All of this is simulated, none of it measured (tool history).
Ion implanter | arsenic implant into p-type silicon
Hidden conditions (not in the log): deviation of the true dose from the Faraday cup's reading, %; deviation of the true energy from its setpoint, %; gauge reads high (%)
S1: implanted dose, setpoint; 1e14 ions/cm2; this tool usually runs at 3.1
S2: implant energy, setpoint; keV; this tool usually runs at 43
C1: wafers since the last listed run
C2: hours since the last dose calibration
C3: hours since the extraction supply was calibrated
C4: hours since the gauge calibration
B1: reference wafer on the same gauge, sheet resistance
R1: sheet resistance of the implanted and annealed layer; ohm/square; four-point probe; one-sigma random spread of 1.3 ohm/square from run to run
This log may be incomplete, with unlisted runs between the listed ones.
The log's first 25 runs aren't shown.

| run | hour | S1 | S2 | C1 | C2 | C3 | C4 | B1 | R1 |
|---|---|---|---|---|---|---|---|---|---|
| 26 | 623 | 3.1 | 43 | 455 | 134.8 | 120.1 | 944.8 | 282.77 | 263.5 |
| 27 | 643.2 | 3.82 | 39 | 353 | 155 | 140.3 | 965 | 283.11 | 228.25 |
| 28 | 669.6 | 3.1 | 43 | 462 | 181.4 | 166.7 | 991.4 | 283.06 | 263.09 |
| 29 | 683.3 | 3.1 | 43 | 240 | 195.1 | 180.4 | 1005.1 | 282.98 | 264.36 |
| 30 | 719 | 3.1 | 53.5 | 625 | 230.8 | 216.1 | 1040.8 | 283.04 | 255.52 |
| 31 | 751.5 | 2.3 | 49 | 569 | 263.3 | 248.6 | 1073.3 | 282.84 | 325.63 |
|  | 754.4 | gauge calibrated |
| 32 | 853.5 | 2.5 | 56 | 1787 | 365.3 | 350.6 | 99.1 | 283.09 | 294.53 |
| 33 | 878.7 | 3.1 | 43 | 441 | 390.5 | 375.8 | 124.3 | 283.05 | 261.85 |
| 34 | 901.2 | 3.67 | 51 | 394 | 413 | 398.3 | 146.8 | 283.06 | 224.93 |
| 35 | 934 | 3.1 | 43 | 574 | 445.8 | 431.1 | 179.6 | 282.95 | 262.29 |
| 36 | 966.5 | 2.29 | 31 | 569 | 478.3 | 463.6 | 212.1 | 283.16 | 343.89 |
| 37 | 986.1 | 2.37 | 37.5 | 343 | 497.9 | 483.2 | 231.7 | 282.51 | 323.69 |

Forecast each of these 3 alternatives for the next run:
| A | 986.5 | 3.1 | 56 | 7 | 498.3 | 483.6 | 232.1 | ? | ? |
| B | 986.5 | 3.68 | 49 | 7 | 498.3 | 483.6 | 232.1 | ? | ? |
| C | 986.5 | 3.1 | 47.5 | 7 | 498.3 | 483.6 | 232.1 | ? | ? |

| run | B1 | R1 |
|---|---|---|
| A | 283.18 | 253.26 |
| B | 283.18 | 226.46 |
| C | 283.18 | 259.09 |
Without the tool's hidden state the same runs would have given:
| run | R1 |
|---|---|
| A | 256.36 |
| B | 229.29 |
| C | 262.28 |
